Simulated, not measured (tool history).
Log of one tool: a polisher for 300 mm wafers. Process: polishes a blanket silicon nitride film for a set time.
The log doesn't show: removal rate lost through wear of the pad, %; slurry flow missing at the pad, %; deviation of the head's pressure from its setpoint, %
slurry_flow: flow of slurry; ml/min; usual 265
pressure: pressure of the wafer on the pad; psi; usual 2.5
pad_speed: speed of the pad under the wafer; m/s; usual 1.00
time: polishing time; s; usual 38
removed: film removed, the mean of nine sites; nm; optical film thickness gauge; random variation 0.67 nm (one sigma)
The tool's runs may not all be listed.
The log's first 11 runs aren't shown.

| run | hour | slurry_flow | pressure | pad_speed | time | wafers since the last listed run | wafers polished on this pad | hours since the slurry nozzle was cleaned | hours since the head pressure was calibrated | incoming thickness of the incoming film, nm | removed |
|---|---|---|---|---|---|---|---|---|---|---|---|
|  | 1060.9 | slurry nozzle cleaned |
| 12 | 1099.9 | 265 | 2.5 | 1.00 | 38 | 1160 | 3486 | 39.0 | 578.9 | 569.3 | 54.2 |
| 13 | 1146.0 | 340 | 2.5 | 1.00 | 38 | 813 | 4299 | 85.1 | 625.0 | 559.6 | 55.0 |
| 14 | 1211.6 | 340 | 2.5 | 1.00 | 38 | 1157 | 5456 | 150.7 | 690.6 | 575.3 | 55.8 |
| 15 | 1272.0 | 285 | 2.5 | 1.00 | 38 | 1065 | 6522 | 211.1 | 751.0 | 573.7 | 52.8 |
|  | 1443.0 | worn pad replaced by a new one |
|  | 1498.5 | head pressure recalibrated |
| 16 | 1503.4 | 265 | 2.5 | 1.00 | 38 | 3976 | 1029 | 442.5 | 4.9 | 568.7 | 48.3 |
| 17 | 1578.0 | 265 | 2.3 | 1.12 | 38 | 1316 | 2345 | 517.1 | 79.5 | 574.6 | 49.2 |
| 18 | 1633.9 | 320 | 2.5 | 1.00 | 38 | 986 | 3331 | 573.0 | 135.4 | 577.9 | 50.2 |
| 19 | 1714.1 | 265 | 2.5 | 1.00 | 38 | 1414 | 4746 | 653.2 | 215.6 | 581.7 | 50.3 |
| 20 | 1761.4 | 265 | 2.5 | 1.00 | 44 | 834 | 5580 | 700.5 | 262.9 | 570.0 | 59.0 |
| 21 | 1846.8 | 265 | 2.5 | 1.00 | 38 | 1506 | 7087 | 785.9 | 348.3 | 574.0 | 52.2 |
|  | 1885.8 | slurry nozzle cleaned |
|  | 1924.9 | worn pad replaced by a new one |
| 22 | 1937.0 | 265 | 2.5 | 1.00 | 38 | 1503 | 213 | 51.2 | 438.5 | 572.0 | 53.1 |
| 23 | 1977.5 | 205 | 1.7 | 0.70 | 46 | 714 | 928 | 91.7 | 479.0 | 576.4 | 34.1 |
| 24 | 2066.2 | 265 | 2.5 | 0.72 | 38 | 1564 | 2492 | 180.4 | 567.7 | 569.3 | 43.1 |
| 25 | 2157.6 | 265 | 2.5 | 1.00 | 38 | 1612 | 4105 | 271.8 | 659.1 | 577.5 | 54.0 |
| 26 | 2226.8 | 355 | 2.9 | 1.14 | 33 | 1220 | 5326 | 341.0 | 728.3 | 565.6 | 59.9 |
| 27 | 2270.7 | 265 | 2.5 | 1.00 | 34 | 774 | 6100 | 384.9 | 772.2 | 581.5 | 47.4 |
| 28 | 2368.7 | 265 | 2.5 | 1.00 | 28 | 1728 | 7829 | 482.9 | 870.2 | 560.7 | 39.8 |
|  | 2428.8 | head pressure recalibrated |
| 29 | 2465.7 | 265 | 2.5 | 1.00 | 38 | 1675 | 9505 | 579.9 | 36.9 | 560.5 | 49.6 |
|  | 2539.9 | worn pad replaced by a new one |
| 30 | 2568.1 | 220 | 3.3 | 1.00 | 35 | 1735 | 497 | 682.3 | 139.3 | 562.5 | 60.1 |
| 31 | 2614.8 | 185 | 2.5 | 0.90 | 42 | 823 | 1321 | 729.0 | 186.0 | 563.3 | 51.2 |
|  | 2681.0 | slurry nozzle cleaned |
| 32 | 2711.0 | 200 | 2.5 | 1.00 | 38 | 1679 | 3001 | 30.0 | 282.2 | 567.7 | 50.5 |
| 33 | 2755.0 | 265 | 2.5 | 1.00 | 38 | 776 | 3777 | 74.0 | 326.2 | 565.6 | 51.7 |

3 ways to go on from here, each from the tool as it stands after run 33. What would each give?
| A | 2755.4 | 335 | 2.5 | 1.00 | 38 | 7 | 3784 | 74.4 | 326.6 | 572.5 | ? |
| B | 2755.4 | 265 | 2.2 | 1.00 | 38 | 7 | 3784 | 74.4 | 326.6 | 572.5 | ? |
| C | 2755.4 | 265 | 2.8 | 1.12 | 27 | 7 | 3784 | 74.4 | 326.6 | 572.5 | ? |

| run | removed |
|---|---|
| A | 54.1 |
| B | 47.1 |
| C | 45.3 |
Without the tool's hidden state the same runs would have given:
| run | removed |
|---|---|
| A | 49.8 |
| B | 43.3 |
| C | 41.6 |
